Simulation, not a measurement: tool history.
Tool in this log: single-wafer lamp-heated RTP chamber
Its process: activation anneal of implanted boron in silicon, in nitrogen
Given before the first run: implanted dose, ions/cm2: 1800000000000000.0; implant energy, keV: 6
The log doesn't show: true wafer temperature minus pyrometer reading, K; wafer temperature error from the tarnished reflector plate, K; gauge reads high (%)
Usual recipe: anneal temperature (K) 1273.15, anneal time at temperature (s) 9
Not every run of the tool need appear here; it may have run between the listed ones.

run	hour	anneal temperature (K)	anneal time at temperature (s)	wafers since the last listed run	wafers since the last pyrometer calibration	wafers since the reflector plate was cleaned	hours since the gauge calibration	read-back reference wafer on the same gauge, sheet resistance	sheet resistance of the implanted and annealed layer (ohm/square)
1	0	1285.15	8	0	3629	11219	654.7	164.06	131.19
# hour 31.8: reflector plate cleaned
2	57.8	1285.15	8	1004	4633	523	712.5	164.15	130.53
# hour 142: pyrometer window cleaned and pyrometer calibrated
3	142.5	1273.15	9	1546	10	2069	797.2	163.97	140.38
# hour 185.5: gauge calibrated
4	244.6	1273.15	9	2058	2068	4128	59.1	164.07	138.52
5	282.2	1273.15	9	758	2826	4886	96.7	163.73	138.62
6	362.4	1273.15	9	1617	4444	6503	176.9	163.95	135.59
7	416.2	1273.15	9	1084	5528	7588	230.7	163.63	137.31
8	479.3	1273.15	9	1272	6801	8861	293.8	164.19	135.89
# hour 492.5: pyrometer window cleaned and pyrometer calibrated
9	550.6	1273.15	9	1276	1170	10137	365.1	163.72	132.12
10	638.3	1273.15	11	1768	2939	11905	452.8	164.08	128.84
11	736.5	1260.15	9	1980	4919	13885	551	164.21	140.18
# hour 764.3: pyrometer window cleaned and pyrometer calibrated, repeated, since the last time left the tool worse
12	780.7	1273.15	9	729	331	14615	595.2	163.96	140.52
# hour 799.5: reflector plate cleaned
13	872.4	1295.15	11	1687	2019	1469	686.9	164.13	119.81
# hour 904.1: gauge calibrated
14	911.7	1253.15	7	792	2811	2262	7.6	164.06	155.39
15	953.3	1255.15	9	838	3650	3100	49.2	164.17	149.17
16	1069.5	1246.15	4	2343	5993	5443	165.4	163.77	167.87
# hour 1124.2: pyrometer window cleaned and pyrometer calibrated
17	1145.5	1299.15	11	1371	429	6815	241.4	163.69	120.65
18	1186.2	1273.15	12	820	1249	7635	282.1	163.91	135.1
19	1389.9	1273.15	9	4107	5357	11743	485.8	164.17	137.33
# hour 1420.9: reflector plate cleaned
20	1439.9	1284.15	9	846	6203	382	535.8	163.75	128.98

Branching from run 20: 3 alternative next runs. What would each branch give?
A	1440.3	1273.15	9	8	6211	390	536.2	?	?
B	1440.3	1245.15	9	8	6211	390	536.2	?	?
C	1440.3	1262.15	14	8	6211	390	536.2	?	?

run	read-back reference wafer on the same gauge, sheet resistance	sheet resistance of the implanted and annealed layer (ohm/square)
A	164.06	137.31
B	164.06	160.31
C	164.06	139.35
Stripped of hidden state, with their random variation kept, the same runs would have yielded:
run	sheet resistance of the implanted and annealed layer (ohm/square)
A	141.81
B	166.75
C	144.41
